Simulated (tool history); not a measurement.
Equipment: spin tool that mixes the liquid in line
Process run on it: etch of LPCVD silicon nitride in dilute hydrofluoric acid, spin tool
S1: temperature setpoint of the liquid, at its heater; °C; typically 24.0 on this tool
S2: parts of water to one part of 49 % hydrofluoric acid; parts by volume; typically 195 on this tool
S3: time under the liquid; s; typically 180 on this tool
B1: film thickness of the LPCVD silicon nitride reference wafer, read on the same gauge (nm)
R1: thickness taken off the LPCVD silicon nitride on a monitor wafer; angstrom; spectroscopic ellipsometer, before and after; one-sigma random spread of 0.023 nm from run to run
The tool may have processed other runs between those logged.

run,hour,S1,S2,S3,B1,R1
1,0.0,24.0,195,180,130.025,5.76
2,9.2,24.0,195,180,129.981,5.88
3,18.8,24.0,195,180,130.031,5.39
4,25.0,24.0,195,180,129.982,5.29
5,31.6,24.0,195,180,130.028,5.53
6,46.1,24.0,195,180,130.017,5.64
7,63.5,24.0,195,180,130.012,5.34
8,78.2,24.0,195,180,129.995,5.59
9,86.6,24.0,195,180,129.999,5.51
10,99.0,27.5,150,180,129.974,8.75
11,113.3,27.5,150,180,129.996,8.77
12,125.6,27.5,150,180,130.017,9.05
13,143.0,24.0,245,105,129.988,2.52
14,160.7,24.0,195,180,129.995,5.58
15,173.6,27.0,135,110,129.994,5.89
16,189.5,24.0,195,90,129.994,2.71
17,204.1,22.5,285,265,130.012,5.36
18,220.8,24.0,195,180,130.001,5.90
19,236.7,22.0,110,140,129.991,6.63
20,247.9,24.0,105,180,130.001,9.64
21,257.2,20.0,230,130,129.995,2.63
22,267.6,24.0,155,180,129.990,6.80
23,279.6,24.0,195,180,129.996,5.57
24,298.3,24.0,270,180,129.994,3.99
25,306.1,24.0,140,180,130.004,8.14
26,323.0,28.0,195,280,129.997,11.03
27,337.4,24.0,195,115,130.007,3.55
28,344.3,24.0,195,180,130.015,4.96
29,351.3,28.5,275,100,129.977,2.74
30,365.9,24.0,195,180,130.003,5.41
31,381.9,24.0,195,180,129.986,5.67
32,389.4,27.5,150,180,129.972,9.00

Not shown here: 3 entries made in the log between runs. Locate each between two listed runs and compare the hidden state at the listed run before it with the hidden state at the listed run after it:
Run 12 -> run 13: gauge calibrated (hour 125.6)
  the hidden state is the same at both runs
Run 23 -> run 24: hydrofluoric acid flow meter replaced (hour 296.8); thermometer replaced (hour 297.8)
  the hidden state is the same at both runs
